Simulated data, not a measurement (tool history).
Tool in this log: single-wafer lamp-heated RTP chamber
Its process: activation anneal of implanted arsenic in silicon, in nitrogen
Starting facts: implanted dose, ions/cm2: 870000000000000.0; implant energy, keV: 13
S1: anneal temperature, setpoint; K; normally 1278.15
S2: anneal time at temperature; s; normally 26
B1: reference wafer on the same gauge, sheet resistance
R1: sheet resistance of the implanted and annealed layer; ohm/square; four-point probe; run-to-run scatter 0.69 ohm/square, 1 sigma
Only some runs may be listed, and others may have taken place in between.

{"run": 1, "hour": 0.0, "S1": 1278.15, "S2": 21, "B1": 192.12, "R1": 180.91}
{"hour": 35.3, "done": "gauge calibrated"}
{"run": 2, "hour": 50.9, "S1": 1278.15, "S2": 21, "B1": 192.09, "R1": 179.26}
{"hour": 97.2, "done": "pyrometer window cleaned and pyrometer calibrated"}
{"run": 3, "hour": 121.2, "S1": 1278.15, "S2": 21, "B1": 192.06, "R1": 184.81}
{"run": 4, "hour": 163.6, "S1": 1278.15, "S2": 26, "B1": 192.05, "R1": 179.46}
{"run": 5, "hour": 220.3, "S1": 1278.15, "S2": 26, "B1": 191.98, "R1": 178.67}
{"run": 6, "hour": 301.7, "S1": 1278.15, "S2": 26, "B1": 191.73, "R1": 176.45}
{"hour": 391.8, "done": "reflector plate cleaned"}
{"run": 7, "hour": 397.2, "S1": 1301.15, "S2": 33, "B1": 191.83, "R1": 162.17}
{"run": 8, "hour": 435.2, "S1": 1278.15, "S2": 26, "B1": 191.86, "R1": 176.75}
{"run": 9, "hour": 523.7, "S1": 1278.15, "S2": 26, "B1": 192.02, "R1": 176.54}
{"hour": 584.3, "done": "pyrometer window cleaned and pyrometer calibrated"}
{"run": 10, "hour": 609.3, "S1": 1278.15, "S2": 26, "B1": 191.88, "R1": 180.6}
{"run": 11, "hour": 663.8, "S1": 1303.15, "S2": 19, "B1": 191.97, "R1": 173.84}
{"run": 12, "hour": 720.8, "S1": 1294.15, "S2": 15, "B1": 192.13, "R1": 180.26}
{"hour": 779.2, "done": "gauge calibrated"}
{"run": 13, "hour": 820.7, "S1": 1278.15, "S2": 26, "B1": 192.11, "R1": 176.91}
{"run": 14, "hour": 887.5, "S1": 1299.15, "S2": 26, "B1": 192.13, "R1": 167.36}
{"run": 15, "hour": 976.1, "S1": 1261.15, "S2": 12, "B1": 192.17, "R1": 200.99}
{"hour": 997.8, "done": "reflector plate cleaned"}
{"run": 16, "hour": 1049.8, "S1": 1260.15, "S2": 32, "B1": 192.1, "R1": 182.3}
{"hour": 1095.4, "done": "pyrometer window cleaned and pyrometer calibrated"}
{"run": 17, "hour": 1108.4, "S1": 1278.15, "S2": 26, "B1": 191.99, "R1": 180.18}
{"run": 18, "hour": 1169.0, "S1": 1278.15, "S2": 26, "B1": 192.0, "R1": 179.02}
{"run": 19, "hour": 1215.0, "S1": 1258.15, "S2": 31, "B1": 191.77, "R1": 185.04}
{"run": 20, "hour": 1283.7, "S1": 1262.15, "S2": 11, "B1": 192.01, "R1": 202.59}

Branching from run 20: 3 alternative next runs. What would each branch give?
{"run": "A", "hour": 1284.1, "S1": 1278.15, "S2": 26, "B1": "?", "R1": "?"}
{"run": "B", "hour": 1284.1, "S1": 1270.15, "S2": 40, "B1": "?", "R1": "?"}
{"run": "C", "hour": 1284.1, "S1": 1287.15, "S2": 39, "B1": "?", "R1": "?"}

run=A B1=191.87 R1=177.97
run=B B1=191.87 R1=173.58
run=C B1=191.87 R1=165.54
Without the tool's unlogged condition, the same runs would have read:
run=A R1=182.01
run=B R1=177.66
run=C R1=168.78
